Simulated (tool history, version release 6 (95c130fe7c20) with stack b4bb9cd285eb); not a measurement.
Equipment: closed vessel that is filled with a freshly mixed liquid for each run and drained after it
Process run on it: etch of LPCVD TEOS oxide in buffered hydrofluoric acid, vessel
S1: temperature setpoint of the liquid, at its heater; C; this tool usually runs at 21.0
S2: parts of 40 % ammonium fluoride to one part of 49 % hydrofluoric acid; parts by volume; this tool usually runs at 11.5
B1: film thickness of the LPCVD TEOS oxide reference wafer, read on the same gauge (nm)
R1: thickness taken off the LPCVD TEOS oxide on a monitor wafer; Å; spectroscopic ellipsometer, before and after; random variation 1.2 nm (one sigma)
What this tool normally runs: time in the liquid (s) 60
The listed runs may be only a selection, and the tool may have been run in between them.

{"run": 1, "hour": 0.0, "S1": 21.0, "S2": 11.5, "time in the liquid (s)": 60, "B1": 100.01, "R1": 1433.1}
{"run": 2, "hour": 32.9, "S1": 21.0, "S2": 11.5, "time in the liquid (s)": 60, "B1": 99.98, "R1": 1429.9}
{"run": 3, "hour": 101.0, "S1": 21.0, "S2": 11.5, "time in the liquid (s)": 60, "B1": 100.01, "R1": 1450.2}
{"run": 4, "hour": 147.8, "S1": 21.0, "S2": 11.5, "time in the liquid (s)": 60, "B1": 99.99, "R1": 1427.6}
{"run": 5, "hour": 187.0, "S1": 21.0, "S2": 11.5, "time in the liquid (s)": 60, "B1": 100.0, "R1": 1448.7}
{"run": 6, "hour": 244.1, "S1": 21.0, "S2": 11.5, "time in the liquid (s)": 60, "B1": 99.99, "R1": 1467.4}
{"run": 7, "hour": 284.5, "S1": 19.5, "S2": 11.5, "time in the liquid (s)": 60, "B1": 100.0, "R1": 1341.8}
{"hour": 298.4, "done": "hydrofluoric acid flow meter replaced"}
{"run": 8, "hour": 338.6, "S1": 19.5, "S2": 11.5, "time in the liquid (s)": 60, "B1": 100.0, "R1": 1340.8}
{"run": 9, "hour": 401.2, "S1": 21.0, "S2": 11.5, "time in the liquid (s)": 60, "B1": 100.02, "R1": 1487.1}
{"run": 10, "hour": 445.2, "S1": 21.0, "S2": 11.5, "time in the liquid (s)": 35, "B1": 100.03, "R1": 865.8}
{"hour": 457.5, "done": "gauge calibrated"}
{"run": 11, "hour": 501.2, "S1": 21.0, "S2": 11.5, "time in the liquid (s)": 60, "B1": 100.0, "R1": 1470.1}
{"run": 12, "hour": 565.1, "S1": 21.0, "S2": 11.5, "time in the liquid (s)": 60, "B1": 99.99, "R1": 1485.2}
{"hour": 576.8, "done": "thermometer replaced"}
{"run": 13, "hour": 634.8, "S1": 17.0, "S2": 11.5, "time in the liquid (s)": 60, "B1": 100.01, "R1": 1113.9}
{"run": 14, "hour": 671.6, "S1": 21.0, "S2": 11.5, "time in the liquid (s)": 30, "B1": 99.98, "R1": 702.1}
{"run": 15, "hour": 814.7, "S1": 25.5, "S2": 11.5, "time in the liquid (s)": 60, "B1": 100.01, "R1": 1832.7}
{"run": 16, "hour": 868.6, "S1": 21.0, "S2": 13.5, "time in the liquid (s)": 60, "B1": 100.0, "R1": 1210.8}
{"hour": 915.6, "done": "hydrofluoric acid flow meter replaced"}
{"run": 17, "hour": 935.6, "S1": 24.5, "S2": 7.5, "time in the liquid (s)": 75, "B1": 99.97, "R1": 3227.5}
{"run": 18, "hour": 985.0, "S1": 21.0, "S2": 11.5, "time in the liquid (s)": 60, "B1": 99.99, "R1": 1407.2}
{"run": 19, "hour": 1045.1, "S1": 19.0, "S2": 9.5, "time in the liquid (s)": 40, "B1": 100.0, "R1": 1008.9}
{"run": 20, "hour": 1254.5, "S1": 21.0, "S2": 10.0, "time in the liquid (s)": 60, "B1": 99.98, "R1": 1664.6}
{"run": 21, "hour": 1315.7, "S1": 21.0, "S2": 11.5, "time in the liquid (s)": 95, "B1": 100.0, "R1": 2302.4}
{"run": 22, "hour": 1356.1, "S1": 21.0, "S2": 11.5, "time in the liquid (s)": 60, "B1": 100.03, "R1": 1450.7}
{"hour": 1392.5, "done": "thermometer replaced"}
{"run": 23, "hour": 1412.3, "S1": 25.0, "S2": 11.5, "time in the liquid (s)": 60, "B1": 100.0, "R1": 1750.6}

What does the tool deliver on the next run?
{"run": 24, "hour": 1475.7, "S1": 21.0, "S2": 11.5, "time in the liquid (s)": 60, "B1": "?", "R1": "?"}

B1: 99.99
R1: 1403.6 Å
With no hidden state in the tool, this same run would have given R1 1395.0 Å.
